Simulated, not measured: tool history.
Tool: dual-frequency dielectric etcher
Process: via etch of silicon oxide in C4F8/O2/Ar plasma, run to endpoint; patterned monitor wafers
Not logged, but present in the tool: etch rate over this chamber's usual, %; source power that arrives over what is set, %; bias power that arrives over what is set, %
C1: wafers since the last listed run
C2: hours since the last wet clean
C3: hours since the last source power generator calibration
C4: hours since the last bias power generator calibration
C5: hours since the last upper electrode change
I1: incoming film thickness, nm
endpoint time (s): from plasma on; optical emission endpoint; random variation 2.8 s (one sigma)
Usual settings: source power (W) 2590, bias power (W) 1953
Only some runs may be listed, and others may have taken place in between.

{"run": 1, "hour": 0.0, "source power (W)": 2590, "bias power (W)": 1953, "C1": 0, "C2": 335.9, "C3": 3799.4, "C4": 1645.0, "C5": 3318.0, "I1": 1815.6, "endpoint time (s)": 360.3}
{"run": 2, "hour": 8.6, "source power (W)": 2590, "bias power (W)": 1953, "C1": 50, "C2": 344.5, "C3": 3808.0, "C4": 1653.6, "C5": 3326.6, "I1": 1841.6, "endpoint time (s)": 364.8}
{"run": 3, "hour": 15.5, "source power (W)": 2590, "bias power (W)": 1953, "C1": 40, "C2": 351.4, "C3": 3814.9, "C4": 1660.5, "C5": 3333.5, "I1": 1850.5, "endpoint time (s)": 371.5}
{"run": 4, "hour": 30.0, "source power (W)": 2590, "bias power (W)": 1953, "C1": 85, "C2": 365.9, "C3": 3829.4, "C4": 1675.0, "C5": 3348.0, "I1": 1829.0, "endpoint time (s)": 367.0}
{"run": 5, "hour": 46.6, "source power (W)": 2590, "bias power (W)": 1953, "C1": 97, "C2": 382.5, "C3": 3846.0, "C4": 1691.6, "C5": 3364.6, "I1": 1846.7, "endpoint time (s)": 369.2}
{"run": 6, "hour": 60.6, "source power (W)": 2830, "bias power (W)": 1953, "C1": 82, "C2": 396.5, "C3": 3860.0, "C4": 1705.6, "C5": 3378.6, "I1": 1841.8, "endpoint time (s)": 350.0}
{"run": 7, "hour": 109.7, "source power (W)": 2830, "bias power (W)": 1953, "C1": 288, "C2": 445.6, "C3": 3909.1, "C4": 1754.7, "C5": 3427.7, "I1": 1844.6, "endpoint time (s)": 357.3}
{"hour": 135.7, "done": "wet clean of the chamber"}
{"run": 8, "hour": 136.2, "source power (W)": 2590, "bias power (W)": 1754, "C1": 14, "C2": 0.5, "C3": 3935.6, "C4": 1781.2, "C5": 3454.2, "I1": 1834.7, "endpoint time (s)": 353.4}
{"run": 9, "hour": 136.6, "source power (W)": 2590, "bias power (W)": 1754, "C1": 2, "C2": 0.9, "C3": 3936.0, "C4": 1781.6, "C5": 3454.6, "I1": 1827.4, "endpoint time (s)": 357.7}
{"run": 10, "hour": 142.6, "source power (W)": 2190, "bias power (W)": 2327, "C1": 35, "C2": 6.9, "C3": 3942.0, "C4": 1787.6, "C5": 3460.6, "I1": 1841.0, "endpoint time (s)": 371.0}
{"run": 11, "hour": 150.6, "source power (W)": 2190, "bias power (W)": 2327, "C1": 46, "C2": 14.9, "C3": 3950.0, "C4": 1795.6, "C5": 3468.6, "I1": 1833.9, "endpoint time (s)": 374.7}
{"hour": 189.3, "done": "upper electrode replaced"}
{"run": 12, "hour": 204.3, "source power (W)": 2590, "bias power (W)": 1953, "C1": 174, "C2": 68.6, "C3": 4003.7, "C4": 1849.3, "C5": 15.0, "I1": 1842.7, "endpoint time (s)": 356.7}
{"run": 13, "hour": 221.2, "source power (W)": 2590, "bias power (W)": 1644, "C1": 99, "C2": 85.5, "C3": 4020.6, "C4": 1866.2, "C5": 31.9, "I1": 1852.2, "endpoint time (s)": 367.8}

What will run 14 give?
{"run": 14, "hour": 228.5, "source power (W)": 2590, "bias power (W)": 2129, "C1": 42, "C2": 92.8, "C3": 4027.9, "C4": 1873.5, "C5": 39.2, "I1": 1841.9, "endpoint time (s)": "?"}

Run 14 came out at endpoint time (s) 356.5.
With the hidden condition absent and the run-to-run variation left alone, this run would have shown endpoint time (s) 352.7.

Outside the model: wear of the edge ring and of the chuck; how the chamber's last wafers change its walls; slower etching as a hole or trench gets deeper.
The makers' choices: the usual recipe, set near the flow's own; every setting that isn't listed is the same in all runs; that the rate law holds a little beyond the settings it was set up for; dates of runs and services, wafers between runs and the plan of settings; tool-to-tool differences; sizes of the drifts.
